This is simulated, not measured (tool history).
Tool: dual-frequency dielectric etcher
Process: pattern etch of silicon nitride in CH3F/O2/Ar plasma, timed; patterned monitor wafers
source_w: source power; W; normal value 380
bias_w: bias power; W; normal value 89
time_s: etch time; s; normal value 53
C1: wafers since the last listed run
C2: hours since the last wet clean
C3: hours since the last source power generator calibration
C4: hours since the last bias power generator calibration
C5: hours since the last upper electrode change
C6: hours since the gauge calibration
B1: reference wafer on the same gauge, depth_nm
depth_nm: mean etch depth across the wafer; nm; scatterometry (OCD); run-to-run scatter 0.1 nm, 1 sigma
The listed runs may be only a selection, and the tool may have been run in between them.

run 1 hour=0 | source_w=380 bias_w=89 time_s=59.5 | C1=0 C2=14.1 C3=1838 C4=2774.9 C5=5183.8 C6=1025.4 | B1=27.6 | depth_nm=37.82
run 2 hour=24 | source_w=380 bias_w=103 time_s=53 | C1=167 C2=38.1 C3=1862 C4=2798.9 C5=5207.8 C6=1049.4 | B1=27.59 | depth_nm=35.26
run 3 hour=58.7 | source_w=380 bias_w=103 time_s=53 | C1=241 C2=72.8 C3=1896.7 C4=2833.6 C5=5242.5 C6=1084.1 | B1=27.57 | depth_nm=35.32
run 4 hour=76.8 | source_w=380 bias_w=103 time_s=53 | C1=126 C2=90.9 C3=1914.8 C4=2851.7 C5=5260.6 C6=1102.2 | B1=27.61 | depth_nm=35.32
-- hour=94.7 bias power generator calibrated
run 5 hour=95.9 | source_w=380 bias_w=89 time_s=53 | C1=105 C2=110 C3=1933.9 C4=1.2 C5=5279.7 C6=1121.3 | B1=27.59 | depth_nm=33.68
run 6 hour=114.3 | source_w=380 bias_w=89 time_s=53 | C1=128 C2=128.4 C3=1952.3 C4=19.6 C5=5298.1 C6=1139.7 | B1=27.59 | depth_nm=33.5
-- hour=147.9 source power generator calibrated
run 7 hour=149.9 | source_w=380 bias_w=89 time_s=53 | C1=220 C2=164 C3=2 C4=55.2 C5=5333.7 C6=1175.3 | B1=27.63 | depth_nm=33.47
-- hour=151.2 gauge calibrated
-- hour=187.4 upper electrode replaced, of another model than before
run 8 hour=187.9 | source_w=380 bias_w=89 time_s=53 | C1=97 C2=202 C3=40 C4=93.2 C5=0.5 C6=36.7 | B1=27.62 | depth_nm=33.16
run 9 hour=200 | source_w=380 bias_w=89 time_s=53 | C1=84 C2=214.1 C3=52.1 C4=105.3 C5=12.6 C6=48.8 | B1=27.63 | depth_nm=33.07
run 10 hour=216.1 | source_w=280 bias_w=71 time_s=53 | C1=112 C2=230.2 C3=68.2 C4=121.4 C5=28.7 C6=64.9 | B1=27.62 | depth_nm=29.71
run 11 hour=247.1 | source_w=430 bias_w=89 time_s=53 | C1=215 C2=261.2 C3=99.2 C4=152.4 C5=59.7 C6=95.9 | B1=27.62 | depth_nm=34.3
run 12 hour=274.5 | source_w=380 bias_w=89 time_s=53 | C1=190 C2=288.6 C3=126.6 C4=179.8 C5=87.1 C6=123.3 | B1=27.58 | depth_nm=33.01
run 13 hour=298.9 | source_w=380 bias_w=83 time_s=53 | C1=169 C2=313 C3=151 C4=204.2 C5=111.5 C6=147.7 | B1=27.6 | depth_nm=32.58
run 14 hour=333.2 | source_w=380 bias_w=89 time_s=53 | C1=238 C2=347.3 C3=185.3 C4=238.5 C5=145.8 C6=182 | B1=27.57 | depth_nm=33
run 15 hour=357.9 | source_w=300 bias_w=89 time_s=45.5 | C1=172 C2=372 C3=210 C4=263.2 C5=170.5 C6=206.7 | B1=27.57 | depth_nm=26.78
run 16 hour=371.1 | source_w=470 bias_w=105 time_s=53 | C1=91 C2=385.2 C3=223.2 C4=276.4 C5=183.7 C6=219.9 | B1=27.63 | depth_nm=36
run 17 hour=404.1 | source_w=380 bias_w=89 time_s=53 | C1=229 C2=418.2 C3=256.2 C4=309.4 C5=216.7 C6=252.9 | B1=27.62 | depth_nm=32.79
-- hour=440.4 wet clean of the chamber
run 18 hour=440.9 | source_w=330 bias_w=83 time_s=69 | C1=89 C2=0.5 C3=293 C4=346.2 C5=253.5 C6=289.7 | B1=27.61 | depth_nm=41.87
run 19 hour=441.3 | source_w=280 bias_w=96 time_s=69 | C1=2 C2=0.9 C3=293.4 C4=346.6 C5=253.9 C6=290.1 | B1=27.62 | depth_nm=41.65
run 20 hour=458.6 | source_w=380 bias_w=101 time_s=61 | C1=120 C2=18.2 C3=310.7 C4=363.9 C5=271.2 C6=307.4 | B1=27.59 | depth_nm=40
run 21 hour=494.1 | source_w=380 bias_w=89 time_s=53 | C1=247 C2=53.7 C3=346.2 C4=399.4 C5=306.7 C6=342.9 | B1=27.64 | depth_nm=33.81
run 22 hour=516.6 | source_w=450 bias_w=103 time_s=65.5 | C1=156 C2=76.2 C3=368.7 C4=421.9 C5=329.2 C6=365.4 | B1=27.56 | depth_nm=44.92
run 23 hour=541.5 | source_w=320 bias_w=89 time_s=40 | C1=173 C2=101.1 C3=393.6 C4=446.8 C5=354.1 C6=390.3 | B1=27.62 | depth_nm=24.2
run 24 hour=601.6 | source_w=450 bias_w=89 time_s=53 | C1=418 C2=161.2 C3=453.7 C4=506.9 C5=414.2 C6=450.4 | B1=27.6 | depth_nm=34.97
run 25 hour=633.7 | source_w=380 bias_w=77 time_s=40.5 | C1=223 C2=193.3 C3=485.8 C4=539 C5=446.3 C6=482.5 | B1=27.6 | depth_nm=24.73
run 26 hour=659.5 | source_w=340 bias_w=95 time_s=62.5 | C1=179 C2=219.1 C3=511.6 C4=564.8 C5=472.1 C6=508.3 | B1=27.57 | depth_nm=38.6
run 27 hour=692.6 | source_w=410 bias_w=89 time_s=45 | C1=230 C2=252.2 C3=544.7 C4=597.9 C5=505.2 C6=541.4 | B1=27.57 | depth_nm=28.74
run 28 hour=717.1 | source_w=320 bias_w=89 time_s=53 | C1=170 C2=276.7 C3=569.2 C4=622.4 C5=529.7 C6=565.9 | B1=27.6 | depth_nm=31.88
run 29 hour=742.5 | source_w=290 bias_w=89 time_s=64 | C1=176 C2=302.1 C3=594.6 C4=647.8 C5=555.1 C6=591.3 | B1=27.58 | depth_nm=37.38
run 30 hour=756.7 | source_w=280 bias_w=89 time_s=53 | C1=98 C2=316.3 C3=608.8 C4=662 C5=569.3 C6=605.5 | B1=27.58 | depth_nm=30.71
run 31 hour=772.8 | source_w=380 bias_w=89 time_s=53 | C1=112 C2=332.4 C3=624.9 C4=678.1 C5=585.4 C6=621.6 | B1=27.6 | depth_nm=33.27

Across each entry between runs, compare the hidden state at the last listed run before it with the hidden state at the first listed run after it:
In the gap between runs 4 and 5: bias power generator calibrated (hour 94.7)
  etch rate over this chamber's usual, %: -0.892 -> -1.03
  measured value less the no-hidden-state value, depth_nm: -0.32 -> -0.35 nm
In the gap between runs 6 and 7: source power generator calibrated (hour 147.9)
  etch rate over this chamber's usual, %: -1.17 -> -1.43
  measured value less the no-hidden-state value, depth_nm: -0.4 -> -0.49 nm
In the gap between runs 7 and 8: gauge calibrated (hour 151.2); upper electrode replaced, of another model than before (hour 187.4)
  etch rate over this chamber's usual, %: -1.43 -> -1.71
  measured value less the no-hidden-state value, depth_nm: -0.49 -> -0.57 nm
In the gap between runs 17 and 18: wet clean of the chamber (hour 440.4)
  etch rate over this chamber's usual, %: -3.31 -> -0.15
  measured value less the no-hidden-state value, depth_nm: -1.12 -> -0.07 nm
